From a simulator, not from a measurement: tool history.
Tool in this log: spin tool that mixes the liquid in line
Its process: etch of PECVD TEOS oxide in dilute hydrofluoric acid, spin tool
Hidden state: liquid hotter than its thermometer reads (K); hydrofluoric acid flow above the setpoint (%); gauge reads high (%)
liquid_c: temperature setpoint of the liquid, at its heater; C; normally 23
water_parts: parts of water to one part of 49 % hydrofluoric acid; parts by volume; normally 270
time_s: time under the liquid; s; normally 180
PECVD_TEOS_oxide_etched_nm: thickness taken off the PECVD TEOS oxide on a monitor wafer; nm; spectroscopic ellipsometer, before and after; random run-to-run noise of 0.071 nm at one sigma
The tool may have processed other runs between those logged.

run	hour	liquid_c	water_parts	time_s	wafers since the last listed run	hours since the thermometer was replaced	hours since the hydrofluoric acid flow meter was replaced	hours since the gauge calibration	read-back film thickness of the PECVD TEOS oxide reference wafer, read on the same gauge (nm)	PECVD_TEOS_oxide_etched_nm
1	0	19.5	200	180	0	42.4	1274.4	523	40.01	12.1
2	91	19.5	200	180	568	133.4	1365.4	614	39.96	12.32
# hour 138.2: hydrofluoric acid flow meter replaced
3	141.6	23	350	180	310	184	3.4	664.6	39.98	6.82
4	200.5	23	350	180	368	242.9	62.3	723.5	39.98	6.83
5	246.4	26.5	270	180	286	288.8	108.2	769.4	40.01	10.96
6	310.4	26.5	270	180	400	352.8	172.2	833.4	39.99	10.97
7	487.3	26.5	270	180	1105	529.7	349.1	1010.3	40.01	10.93
8	531.3	25.5	270	180	275	573.7	393.1	1054.3	39.98	10.58
9	605.2	25.5	270	180	461	647.6	467	1128.2	40.02	10.67
10	700.7	23	270	140	596	743.1	562.5	1223.7	40	7.48
11	765.8	23	270	145	406	808.2	627.6	1288.8	39.99	7.71
12	897.1	23	270	145	820	939.5	758.9	1420.1	39.98	7.87
13	936.9	23	270	260	248	979.3	798.7	1459.9	40	14.12
14	1001.6	23	270	180	404	1044	863.4	1524.6	40.01	9.79
15	1097.1	23	270	180	596	1139.5	958.9	1620.1	40.02	9.89
# hour 1186: hydrofluoric acid flow meter replaced
16	1189.7	23	375	180	572	1232.1	3.7	1712.7	39.99	6.44
17	1269.4	19	180	255	498	1311.8	83.4	1792.4	40	19.9
18	1356.7	21.5	230	180	545	1399.1	170.7	1879.7	39.97	11.69
19	1445.9	25	325	280	557	1488.3	259.9	1968.9	40.01	12.98
20	1508.7	23	270	260	392	1551.1	322.7	2031.7	40.03	14.37
21	1578.7	19.5	365	120	437	1621.1	392.7	2101.7	39.97	3.96
22	1647.7	23	270	180	431	1690.1	461.7	2170.7	40.03	10.04
# hour 1706.9: thermometer replaced
23	1768.1	23	270	180	746	61.2	582.1	2291.1	40.01	10.49
24	1853.7	27.5	325	180	535	146.8	667.7	2376.7	39.99	9.35
25	1918.3	23	270	180	403	211.4	732.3	2441.3	40	10.69
# hour 2010.1: gauge calibrated
26	2016.8	20.5	145	125	615	309.9	830.8	6.7	39.96	14.25
27	2085.8	23	270	180	431	378.9	899.8	75.7	40	10.66
28	2145.3	20	370	105	371	438.4	959.3	135.2	40	3.65
29	2252.5	20	140	150	670	545.6	1066.5	242.4	40.03	17.5
30	2329.9	23	270	180	483	623	1143.9	319.8	40	10.65
# hour 2384.3: thermometer replaced, repeated, since the last time left the tool worse
31	2394.1	23	360	180	395	9.8	1208.1	384	40	6.55
32	2447	19.5	205	95	330	62.7	1261	436.9	39.98	6.17
# hour 2497.9: hydrofluoric acid flow meter replaced
33	2522.8	20.5	225	220	467	138.5	24.9	512.7	40.04	13.36
34	2611.3	23	270	180	553	227	113.4	601.2	40.01	9.58

The same runs without the tool's hidden state, with the same run-to-run variation:
run	PECVD_TEOS_oxide_etched_nm
1	11.99
2	12.18
3	6.74
4	6.75
5	10.8
6	10.8
7	10.71
8	10.35
9	10.41
10	7.28
11	7.49
12	7.62
13	13.65
14	9.44
15	9.53
16	6.2
17	18.98
18	11.15
19	12.41
20	13.68
21	3.77
22	9.52
23	9.52
24	8.53
25	9.65
26	12.69
27	9.58
28	3.29
29	15.45
30	9.51
31	6.54
32	6.14
33	13.28
34	9.5
